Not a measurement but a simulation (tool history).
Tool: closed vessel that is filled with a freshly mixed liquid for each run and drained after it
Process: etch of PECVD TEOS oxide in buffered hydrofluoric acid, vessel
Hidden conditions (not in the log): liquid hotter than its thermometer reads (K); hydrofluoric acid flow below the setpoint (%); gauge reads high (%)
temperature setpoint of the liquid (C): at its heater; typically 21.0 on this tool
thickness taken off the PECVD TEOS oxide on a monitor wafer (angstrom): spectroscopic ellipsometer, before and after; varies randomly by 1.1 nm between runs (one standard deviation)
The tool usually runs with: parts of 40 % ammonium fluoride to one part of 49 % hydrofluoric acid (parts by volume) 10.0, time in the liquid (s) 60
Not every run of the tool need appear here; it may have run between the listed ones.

run    hour  temperature setpoint of the liquid (C)  parts of 40 % ammonium fluoride to one part of 49 % hydrofluoric acid (parts by volume)  time in the liquid (s)  wafers since the last listed run  hours since the thermometer was replaced  hours since the hydrofluoric acid flow meter was replaced  hours since the gauge calibration  read-back film thickness of the PECVD TEOS oxide reference wafer, read on the same gauge (nm)  thickness taken off the PECVD TEOS oxide on a monitor wafer (angstrom)
  1     0.0                                    21.0                                                                                     10.0                      60                                 0                                     226.4                                                     1235.3                              426.6                                                                                          70.00                                                                  1640.8
  2    88.5                                    21.0                                                                                     13.0                      60                             10382                                     314.9                                                     1323.8                              515.1                                                                                          70.00                                                                  1268.1
  3   343.7                                    21.0                                                                                     13.0                      60                             29938                                     570.1                                                     1579.0                              770.3                                                                                          69.99                                                                  1258.5
  4   386.0                                    21.0                                                                                     10.0                      60                              4962                                     612.4                                                     1621.3                              812.6                                                                                          70.01                                                                  1636.1
  5   448.6                                    21.0                                                                                     10.0                      60                              7343                                     675.0                                                     1683.9                              875.2                                                                                          70.00                                                                  1642.2
  6   553.6                                    21.0                                                                                     10.0                      60                             12317                                     780.0                                                     1788.9                              980.2                                                                                          70.02                                                                  1641.7
  7   601.5                                    21.0                                                                                     10.0                      60                              5619                                     827.9                                                     1836.8                             1028.1                                                                                          69.99                                                                  1640.3
  8   676.8                                    21.0                                                                                     10.0                      60                              8833                                     903.2                                                     1912.1                             1103.4                                                                                          69.99                                                                  1633.5
  9   740.5                                    21.0                                                                                     10.0                      60                              7472                                     966.9                                                     1975.8                             1167.1                                                                                          69.99                                                                  1637.5
      824.1  -- thermometer replaced
 10   824.8                                    21.0                                                                                     10.0                      60                              9772                                       0.7                                                     2060.1                             1251.4                                                                                          69.99                                                                  1625.3
 11   898.9                                    21.0                                                                                     10.0                      60                              8692                                      74.8                                                     2134.2                             1325.5                                                                                          69.99                                                                  1653.1
      924.9  -- gauge calibrated
 12   992.1                                    21.0                                                                                     10.0                      80                             10933                                     168.0                                                     2227.4                               67.2                                                                                          70.02                                                                  2163.7
 13  1047.7                                    21.0                                                                                     10.0                      60                              6522                                     223.6                                                     2283.0                              122.8                                                                                          70.01                                                                  1648.0
     1077.6  -- hydrofluoric acid flow meter replaced
 14  1083.9                                    17.0                                                                                      7.0                      35                              4129                                     259.8                                                        6.3                              159.0                                                                                          70.01                                                                  1086.5
 15  1154.0                                    24.0                                                                                      7.0                      70                              8223                                     329.9                                                       76.4                              229.1                                                                                          69.99                                                                  3154.6
 16  1227.3                                    17.5                                                                                     10.0                      75                              8599                                     403.2                                                      149.7                              302.4                                                                                          70.00                                                                  1690.6
 17  1334.9                                    21.0                                                                                     10.0                      75                             12622                                     510.8                                                      257.3                              410.0                                                                                          70.03                                                                  2051.6
 18  1434.9                                    21.0                                                                                     10.0                      60                             11731                                     610.8                                                      357.3                              510.0                                                                                          69.99                                                                  1648.5
 19  1489.4                                    21.0                                                                                     10.0                      60                              6393                                     665.3                                                      411.8                              564.5                                                                                          70.00                                                                  1637.0
 20  1596.1                                    25.0                                                                                     10.0                      40                             12517                                     772.0                                                      518.5                              671.2                                                                                          69.99                                                                  1341.3
 21  1669.8                                    21.0                                                                                     10.0                      60                              8646                                     845.7                                                      592.2                              744.9                                                                                          70.00                                                                  1636.1
 22  1748.2                                    23.0                                                                                     11.0                      30                              9197                                     924.1                                                      670.6                              823.3                                                                                          70.00                                                                   830.4
     1763.9  -- thermometer replaced
 23  1849.5                                    24.0                                                                                      7.0                      75                             11766                                      85.6                                                      771.9                              924.6                                                                                          69.98                                                                  3335.2
 24  1903.3                                    21.0                                                                                     10.0                      95                              6311                                     139.4                                                      825.7                              978.4                                                                                          70.01                                                                  2637.1

Hidden condition of the tool, last listed run before each entry between runs versus first listed run after:
Between runs 9 and 10: thermometer replaced (hour 824.1)
  nothing in the hidden state changes from one run to the other
Between runs 11 and 12: gauge calibrated (hour 924.9)
  nothing in the hidden state changes from one run to the other
Between runs 13 and 14: hydrofluoric acid flow meter replaced (hour 1077.6)
  nothing in the hidden state changes from one run to the other
Between runs 22 and 23: thermometer replaced (hour 1763.9)
  nothing in the hidden state changes from one run to the other
